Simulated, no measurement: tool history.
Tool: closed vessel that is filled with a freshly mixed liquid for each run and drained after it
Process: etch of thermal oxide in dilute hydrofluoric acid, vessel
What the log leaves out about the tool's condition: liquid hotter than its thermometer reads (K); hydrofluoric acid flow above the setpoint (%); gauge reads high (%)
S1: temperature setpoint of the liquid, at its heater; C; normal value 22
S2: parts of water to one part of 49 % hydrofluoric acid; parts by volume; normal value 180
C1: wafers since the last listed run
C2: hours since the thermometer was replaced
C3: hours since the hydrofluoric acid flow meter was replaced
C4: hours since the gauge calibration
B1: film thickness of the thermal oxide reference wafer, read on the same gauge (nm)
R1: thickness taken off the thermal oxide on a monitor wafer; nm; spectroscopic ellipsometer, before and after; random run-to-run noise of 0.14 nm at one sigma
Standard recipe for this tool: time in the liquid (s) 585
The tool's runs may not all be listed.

{"run": 1, "day": 0.0, "S1": 22, "S2": 150, "time in the liquid (s)": 785, "C1": 0, "C2": 1122.6, "C3": 445.4, "C4": 4.5, "B1": 130.06, "R1": 25.98}
{"day": 2.108, "done": "hydrofluoric acid flow meter replaced"}
{"run": 2, "day": 8.908, "S1": 22, "S2": 150, "time in the liquid (s)": 785, "C1": 9001, "C2": 1336.4, "C3": 163.2, "C4": 218.3, "B1": 129.97, "R1": 25.17}
{"run": 3, "day": 11.488, "S1": 22, "S2": 150, "time in the liquid (s)": 785, "C1": 2618, "C2": 1398.3, "C3": 225.1, "C4": 280.2, "B1": 130.01, "R1": 25.19}
{"day": 17.521, "done": "thermometer replaced"}
{"run": 4, "day": 19.342, "S1": 22, "S2": 180, "time in the liquid (s)": 585, "C1": 7931, "C2": 43.7, "C3": 413.6, "C4": 468.7, "B1": 129.99, "R1": 14.99}
{"run": 5, "day": 21.279, "S1": 22, "S2": 180, "time in the liquid (s)": 585, "C1": 1967, "C2": 90.2, "C3": 460.1, "C4": 515.2, "B1": 129.99, "R1": 14.97}
{"run": 6, "day": 22.496, "S1": 22, "S2": 180, "time in the liquid (s)": 585, "C1": 1235, "C2": 119.4, "C3": 489.3, "C4": 544.4, "B1": 129.94, "R1": 15.19}
{"day": 22.604, "done": "hydrofluoric acid flow meter replaced"}
{"day": 23.917, "done": "gauge calibrated"}
{"run": 7, "day": 25.238, "S1": 22, "S2": 180, "time in the liquid (s)": 445, "C1": 2741, "C2": 185.2, "C3": 63.2, "C4": 31.7, "B1": 130.02, "R1": 10.58}
{"run": 8, "day": 27.15, "S1": 22, "S2": 180, "time in the liquid (s)": 445, "C1": 1941, "C2": 231.1, "C3": 109.1, "C4": 77.6, "B1": 130, "R1": 10.92}
{"run": 9, "day": 29.033, "S1": 22, "S2": 180, "time in the liquid (s)": 445, "C1": 1912, "C2": 276.3, "C3": 154.3, "C4": 122.8, "B1": 129.99, "R1": 10.97}
{"run": 10, "day": 30.95, "S1": 22, "S2": 145, "time in the liquid (s)": 710, "C1": 1945, "C2": 322.3, "C3": 200.3, "C4": 168.8, "B1": 129.99, "R1": 22.44}
{"run": 11, "day": 32.708, "S1": 22, "S2": 180, "time in the liquid (s)": 585, "C1": 1785, "C2": 364.5, "C3": 242.5, "C4": 211, "B1": 129.97, "R1": 14.84}
{"run": 12, "day": 34.162, "S1": 22, "S2": 180, "time in the liquid (s)": 585, "C1": 1476, "C2": 399.4, "C3": 277.4, "C4": 245.9, "B1": 130.03, "R1": 15.04}
{"run": 13, "day": 36.142, "S1": 22, "S2": 215, "time in the liquid (s)": 585, "C1": 2009, "C2": 446.9, "C3": 324.9, "C4": 293.4, "B1": 129.97, "R1": 12.4}
{"run": 14, "day": 37.883, "S1": 20, "S2": 180, "time in the liquid (s)": 240, "C1": 1768, "C2": 488.7, "C3": 366.7, "C4": 335.2, "B1": 130, "R1": 5.78}
{"run": 15, "day": 39.771, "S1": 26.5, "S2": 260, "time in the liquid (s)": 830, "C1": 1916, "C2": 534, "C3": 412, "C4": 380.5, "B1": 129.95, "R1": 16.18}
{"run": 16, "day": 40.812, "S1": 22, "S2": 155, "time in the liquid (s)": 585, "C1": 1057, "C2": 559, "C3": 437, "C4": 405.5, "B1": 129.99, "R1": 18.39}
{"run": 17, "day": 42.683, "S1": 22, "S2": 145, "time in the liquid (s)": 710, "C1": 1899, "C2": 603.9, "C3": 481.9, "C4": 450.4, "B1": 130, "R1": 24.17}
{"run": 18, "day": 44.017, "S1": 17, "S2": 180, "time in the liquid (s)": 275, "C1": 1353, "C2": 635.9, "C3": 513.9, "C4": 482.4, "B1": 130.02, "R1": 5.91}
{"day": 45.154, "done": "hydrofluoric acid flow meter replaced"}
{"run": 19, "day": 45.521, "S1": 25, "S2": 125, "time in the liquid (s)": 270, "C1": 1484, "C2": 672, "C3": 8.8, "C4": 518.5, "B1": 130.03, "R1": 11.25}

List, for all runs, the conditions of the tool that the log does not record:
gauge reads high (%): 0 in every run
H1: liquid hotter than its thermometer reads (K)
H2: hydrofluoric acid flow above the setpoint (%)
run=1 H1=1.27 H2=6.56
run=2 H1=1.5 H2=2.82
run=3 H1=1.57 H2=3.73
run=4 H1=0.276 H2=6.5
run=5 H1=0.326 H2=7.18
run=6 H1=0.358 H2=7.61
run=7 H1=0.429 H2=1.96
run=8 H1=0.478 H2=2.64
run=9 H1=0.527 H2=3.3
run=10 H1=0.577 H2=3.98
run=11 H1=0.623 H2=4.6
run=12 H1=0.66 H2=5.11
run=13 H1=0.712 H2=5.81
run=14 H1=0.757 H2=6.42
run=15 H1=0.806 H2=7.09
run=16 H1=0.833 H2=7.45
run=17 H1=0.881 H2=8.11
run=18 H1=0.916 H2=8.58
run=19 H1=0.955 H2=0.365

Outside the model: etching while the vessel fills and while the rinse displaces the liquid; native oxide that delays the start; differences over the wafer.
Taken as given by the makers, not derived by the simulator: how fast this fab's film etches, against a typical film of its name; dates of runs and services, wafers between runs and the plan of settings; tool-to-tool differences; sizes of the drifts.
